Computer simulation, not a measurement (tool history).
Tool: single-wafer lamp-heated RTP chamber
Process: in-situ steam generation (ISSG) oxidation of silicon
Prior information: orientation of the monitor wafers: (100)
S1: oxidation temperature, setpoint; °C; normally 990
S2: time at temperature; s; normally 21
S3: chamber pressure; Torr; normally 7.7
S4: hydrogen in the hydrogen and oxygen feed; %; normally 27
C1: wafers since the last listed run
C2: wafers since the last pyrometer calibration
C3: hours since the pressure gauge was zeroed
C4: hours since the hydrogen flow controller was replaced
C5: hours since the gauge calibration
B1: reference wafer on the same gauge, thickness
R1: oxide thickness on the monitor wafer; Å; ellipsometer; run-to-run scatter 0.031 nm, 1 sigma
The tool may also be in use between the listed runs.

run,hour,S1,S2,S3,S4,C1,C2,C3,C4,C5,B1,R1
1,0,990,21,7.7,27,0,5538,4092.5,4191.3,292.1,6.22,54.62
2,11.4,990,21,7.7,27,103,5641,4103.9,4202.7,303.5,6.22,54.61
3,25.4,975,21,7.7,27,126,5768,4117.9,4216.7,317.5,6.219,51.36
# hour 36.7: gauge calibrated
4,41.8,975,21,7.7,27,148,5917,4134.3,4233.1,5.1,6.217,51.16
5,55.8,990,24,7.7,27,126,6044,4148.3,4247.1,19.1,6.226,58.51
6,68.6,990,21,8.6,27,116,6160,4161.1,4259.9,31.9,6.221,54.8
# hour 87.2: hydrogen flow controller replaced
7,87.7,990,21,7.7,27,100,6260,4180.2,0.5,51,6.222,55.23
8,94,990,21,7.7,27,57,6318,4186.5,6.8,57.3,6.217,54.64
9,100.8,990,21,7.7,27,61,6379,4193.3,13.6,64.1,6.217,55.35
10,109.7,990,21,7.7,27,80,6460,4202.2,22.5,73,6.221,54.96
11,126.5,990,21,7.7,27,152,6612,4219,39.3,89.8,6.221,54.97
12,144.1,990,21,7.7,27,159,6772,4236.6,56.9,107.4,6.219,55.62
13,151.4,990,21,9,32,66,6838,4243.9,64.2,114.7,6.224,57.09
14,168.7,1006,21,7.7,22,156,6995,4261.2,81.5,132,6.224,57.05
15,180,1000,24,8.3,20,102,7098,4272.5,92.8,143.3,6.22,57.45
16,191.4,990,21,7.7,27,103,7201,4283.9,104.2,154.7,6.217,55.7
17,197.7,1010,15,7.7,27,57,7258,4290.2,110.5,161,6.229,52.04
# hour 218.1: pressure gauge zeroed
# hour 239: pyrometer window cleaned and pyrometer calibrated
18,244.3,975,24,7.3,20,277,48,26.2,157.1,207.6,6.222,49.39
19,253.4,974,21,7.7,27,82,130,35.3,166.2,216.7,6.217,50.22
20,260.2,981,16,6.9,21,61,192,42.1,173,223.5,6.22,42.84
21,271.4,990,29,6.9,27,101,293,53.3,184.2,234.7,6.224,62.29
22,283.5,990,21,7.7,27,109,403,65.4,196.3,246.8,6.217,53.17
23,298.7,990,21,8.7,27,137,541,80.6,211.5,262,6.223,52.91
24,306.8,980,18,6.9,32,73,614,88.7,219.6,270.1,6.217,50.74
25,317.8,990,21,7.7,27,99,714,99.7,230.6,281.1,6.216,53.04
26,339.5,990,14,8.4,27,196,911,121.4,252.3,302.8,6.214,44.52
27,347.8,974,21,7.7,27,75,986,129.7,260.6,311.1,6.215,50.91
28,373.7,990,27,7.7,27,234,1221,155.6,286.5,337,6.215,60.75
29,386.5,990,29,7.7,27,116,1337,168.4,299.3,349.8,6.221,61.78
30,396.3,990,21,7.7,27,88,1426,178.2,309.1,359.6,6.215,53.61
31,408.2,990,21,6.9,27,107,1534,190.1,321,371.5,6.222,53.77

Each row is a separate what-if for the run after 31, all from the same tool condition, not one after another. Results?
A,408.7,990,21,7.7,27,4,1539,190.6,321.5,372,?,?
B,408.7,990,26,8.6,27,4,1539,190.6,321.5,372,?,?
C,408.7,996,21,7.7,27,4,1539,190.6,321.5,372,?,?
D,408.7,990,21,7,32,4,1539,190.6,321.5,372,?,?

run,B1,R1
A,6.213,53.69
B,6.213,58.85
C,6.213,55
D,6.213,56.24
Take away the tool's hidden state, keep each run's random variation, and the runs would have read:
run,R1
A,53.39
B,58.5
C,54.68
D,55.92

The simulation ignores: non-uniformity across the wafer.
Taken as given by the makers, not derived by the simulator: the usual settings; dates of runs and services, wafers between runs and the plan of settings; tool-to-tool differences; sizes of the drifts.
